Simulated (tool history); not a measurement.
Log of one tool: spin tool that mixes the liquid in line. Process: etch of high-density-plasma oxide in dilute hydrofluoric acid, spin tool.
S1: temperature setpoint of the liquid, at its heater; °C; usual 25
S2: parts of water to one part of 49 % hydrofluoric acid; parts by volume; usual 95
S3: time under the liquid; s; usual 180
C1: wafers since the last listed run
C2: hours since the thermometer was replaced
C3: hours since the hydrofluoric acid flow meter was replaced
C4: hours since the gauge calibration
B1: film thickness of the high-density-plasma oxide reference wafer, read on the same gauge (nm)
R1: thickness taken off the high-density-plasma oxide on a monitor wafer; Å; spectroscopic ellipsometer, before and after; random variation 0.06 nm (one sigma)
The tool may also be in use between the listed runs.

run	day	S1	S2	S3	C1	C2	C3	C4	B1	R1
1	0	25	130	260	0	1812.3	306.5	2649.6	119.99	195.3
2	2.717	25	130	260	563	1877.5	371.7	2714.8	120	195.4
3	7	23	95	180	888	1980.3	474.5	2817.6	120.02	178.1
4	10.579	23	95	180	742	2066.2	560.4	2903.5	120	178.2
5	12.108	25	95	180	317	2102.9	597.1	2940.2	120.01	193
6	16.533	25	95	180	917	2209.1	703.3	3046.4	120.01	193.5
7	20.883	25	95	180	902	2313.5	807.7	3150.8	120	192.7
8	24.492	21.5	95	180	748	2400.1	894.3	3237.4	119.99	167.7
9	27.017	21.5	95	180	523	2460.7	954.9	3298	120.03	167.2
10	29.5	21.5	95	180	515	2520.3	1014.5	3357.6	119.99	167.4
# day 30.338: gauge calibrated
11	31.879	25	95	180	493	2577.4	1071.6	37	119.96	192.6
# day 36.017: hydrofluoric acid flow meter replaced
12	43.033	25	95	180	2305	2845.1	168.4	304.7	120.03	191.4
# day 43.762: thermometer replaced
13	45.175	25	95	180	435	33.9	219.8	356.1	120.01	189.1
14	49.442	25	95	160	885	136.3	322.2	458.5	119.99	168.5
15	52.358	28.5	80	95	604	206.3	392.2	528.5	120.03	138.6
16	56.425	29	95	180	843	303.9	489.8	626.1	119.97	220.2
# day 57.95: thermometer replaced, repeated, since the last time left the tool worse
17	60.408	25	95	180	817	59	585.4	721.7	120.02	194.6
18	62.317	25	95	180	395	104.8	631.2	767.5	119.99	195.9
19	64.217	25	55	115	394	150.4	676.8	813.1	119.99	226.1
20	68.038	27	95	80	792	242.1	768.5	904.8	119.99	93.4
21	71.038	28.5	140	265	622	314.1	840.5	976.8	120.02	210.7
22	73.904	25	55	180	594	382.9	909.3	1045.6	119.99	352.8
23	77.667	25	95	180	780	473.2	999.6	1135.9	119.99	193.3
24	81.967	25	60	140	891	576.4	1102.8	1239.1	120	251.7
25	84.721	27	60	105	571	642.5	1168.9	1305.2	120.01	204.5
# day 86.358: hydrofluoric acid flow meter replaced
26	88.662	20.5	75	115	808	737.1	55.3	1399.8	120.02	134.4
27	90.225	25	95	180	324	774.6	92.8	1437.3	119.99	193.7
28	102.517	25	95	180	2549	1069.6	387.8	1732.3	120	193.4
29	105.183	28.5	95	180	553	1133.6	451.8	1796.3	120	222.7
30	107.412	21	75	100	462	1187.1	505.3	1849.8	119.99	118.7
31	110.788	21.5	115	90	700	1268.1	586.3	1930.8	120	68

Hidden state at the last listed run before each entry between runs and at the first one after, where it differs:
Between runs 10 and 11: gauge calibrated (day 30.338)
  liquid colder than its thermometer reads (K): 0.399 -> 0.407
  measured less the result without the state, R1: -2.8 -> -3.1 Å
Between runs 11 and 12: hydrofluoric acid flow meter replaced (day 36.017)
  liquid colder than its thermometer reads (K): 0.407 -> 0.442
  measured less the result without the state, R1: -3.1 -> -3.4 Å
Between runs 12 and 13: thermometer replaced (day 43.762)
  liquid colder than its thermometer reads (K): 0.442 -> 0.838
  measured less the result without the state, R1: -3.4 -> -6.4 Å
Between runs 16 and 17: thermometer replaced, repeated, since the last time left the tool worse (day 57.95)
  liquid colder than its thermometer reads (K): 0.874 -> 0.0717
  measured less the result without the state, R1: -7.4 -> -0.5 Å
Between runs 25 and 26: hydrofluoric acid flow meter replaced (day 86.358)
  liquid colder than its thermometer reads (K): 0.148 -> 0.16
  measured less the result without the state, R1: -1.3 -> -0.9 Å
